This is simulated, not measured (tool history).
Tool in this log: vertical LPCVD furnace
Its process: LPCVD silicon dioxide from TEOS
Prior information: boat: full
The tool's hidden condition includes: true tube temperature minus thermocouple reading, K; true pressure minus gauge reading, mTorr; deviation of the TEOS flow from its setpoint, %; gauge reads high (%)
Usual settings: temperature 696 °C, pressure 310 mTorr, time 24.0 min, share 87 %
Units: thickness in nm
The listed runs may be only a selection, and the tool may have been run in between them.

run   hour  temperature  pressure  time  share  wafers since the last listed run  hours since the last temperature calibration  hours since the pressure gauge was zeroed  hours since the TEOS flow controller was replaced  hours since the gauge calibration  read-back reference wafer on the same gauge, thickness  thickness
  1    0.0          696       310  24.0     87                                 0                                        3407.1                                     3441.4                                             7317.4                              173.0                                                  205.97     183.90
  2   24.3          696       310  24.0     87                               356                                        3431.4                                     3465.7                                             7341.7                              197.3                                                  205.96     183.82
  3   41.0          696       310  24.0     87                               244                                        3448.1                                     3482.4                                             7358.4                              214.0                                                  205.85     183.47
  4   67.5          696       310  24.0     87                               388                                        3474.6                                     3508.9                                             7384.9                              240.5                                                  205.91     184.14
  5   83.3          696       310  24.0     87                               231                                        3490.4                                     3524.7                                             7400.7                              256.3                                                  205.95     183.51
  6   98.0          696       310  24.0     87                               215                                        3505.1                                     3539.4                                             7415.4                              271.0                                                  205.99     184.02
     132.2  -- pressure gauge zeroed
     147.8  -- thermocouples replaced and temperature profile calibrated
  7  148.3          705       310  24.0     91                               157                                           0.5                                       16.1                                             7465.7                              321.3                                                  205.89     232.48
  8  163.7          705       310  24.0     91                               225                                          15.9                                       31.5                                             7481.1                              336.7                                                  205.98     232.77
  9  177.6          696       310  24.0     87                               203                                          29.8                                       45.4                                             7495.0                              350.6                                                  206.06     184.03
 10  205.1          696       310  24.0     87                               403                                          57.3                                       72.9                                             7522.5                              378.1                                                  205.91     185.18
 11  238.2          696       310  24.0     87                               485                                          90.4                                      106.0                                             7555.6                              411.2                                                  205.93     183.50
 12  264.1          703       310  24.0     92                               379                                         116.3                                      131.9                                             7581.5                              437.1                                                  206.02     222.60
 13  285.0          696       310  24.0     87                               306                                         137.2                                      152.8                                             7602.4                              458.0                                                  205.99     183.81
 14  315.4          703       245  24.0     87                               445                                         167.6                                      183.2                                             7632.8                              488.4                                                  206.05     192.08
 15  346.0          696       310  24.0     87                               448                                         198.2                                      213.8                                             7663.4                              519.0                                                  205.98     183.46
 16  373.2          700       350  31.0     82                               398                                         225.4                                      241.0                                             7690.6                              546.2                                                  205.98     269.02
 17  387.8          696       240  24.0     87                               213                                         240.0                                      255.6                                             7705.2                              560.8                                                  205.97     161.61
     424.3  -- TEOS flow controller replaced
 18  469.3          696       275  28.0     76                               842                                         321.5                                      337.1                                               45.0                              642.3                                                  205.90     189.59
 19  489.2          696       310  28.0     79                               291                                         341.4                                      357.0                                               64.9                              662.2                                                  205.98     205.13
 20  511.4          700       275  27.5     87                               325                                         363.6                                      379.2                                               87.1                              684.4                                                  205.96     218.36
 21  543.9          696       310  24.0     87                               476                                         396.1                                      411.7                                              119.6                              716.9                                                  206.07     184.43
 22  576.6          708       280  18.5     87                               479                                         428.8                                      444.4                                              152.3                              749.6                                                  206.05     178.12
 23  593.1          696       245  28.5     79                               241                                         445.3                                      460.9                                              168.8                              766.1                                                  206.05     185.54
     602.8  -- gauge calibrated
 24  615.4          696       270  24.0     97                               326                                         467.6                                      483.2                                              191.1                               12.6                                                  206.13     180.61
 25  636.6          706       380  24.0     87                               310                                         488.8                                      504.4                                              212.3                               33.8                                                  206.11     256.58
 26  669.6          696       310  21.0     87                               483                                         521.8                                      537.4                                              245.3                               66.8                                                  206.06     160.83
 27  690.7          696       310  24.0     87                               309                                         542.9                                      558.5                                              266.4                               87.9                                                  205.95     184.10
 28  709.2          696       310  24.0     87                               271                                         561.4                                      577.0                                              284.9                              106.4                                                  206.06     184.22
 29  744.4          696       310  24.0     91                               515                                         596.6                                      612.2                                              320.1                              141.6                                                  205.96     187.17
 30  770.7          696       235  24.0     97                               385                                         622.9                                      638.5                                              346.4                              167.9                                                  206.03     168.91
 31  797.2          686       310  19.5     87                               388                                         649.4                                      665.0                                              372.9                              194.4                                                  205.99     118.32
 32  811.7          696       290  24.0     87                               212                                         663.9                                      679.5                                              387.4                              208.9                                                  206.07     177.67

Describe how what the log doesn't record of the tool's condition differs between the last listed run preceding each entry between runs and the first listed run following it.
In the gap between runs 6 and 7: pressure gauge zeroed (hour 132.2); thermocouples replaced and temperature profile calibrated (hour 147.8)
  the hidden state is the same at both runs
In the gap between runs 17 and 18: TEOS flow controller replaced (hour 424.3)
  the hidden state is the same at both runs
In the gap between runs 23 and 24: gauge calibrated (hour 602.8)
  the hidden state is the same at both runs
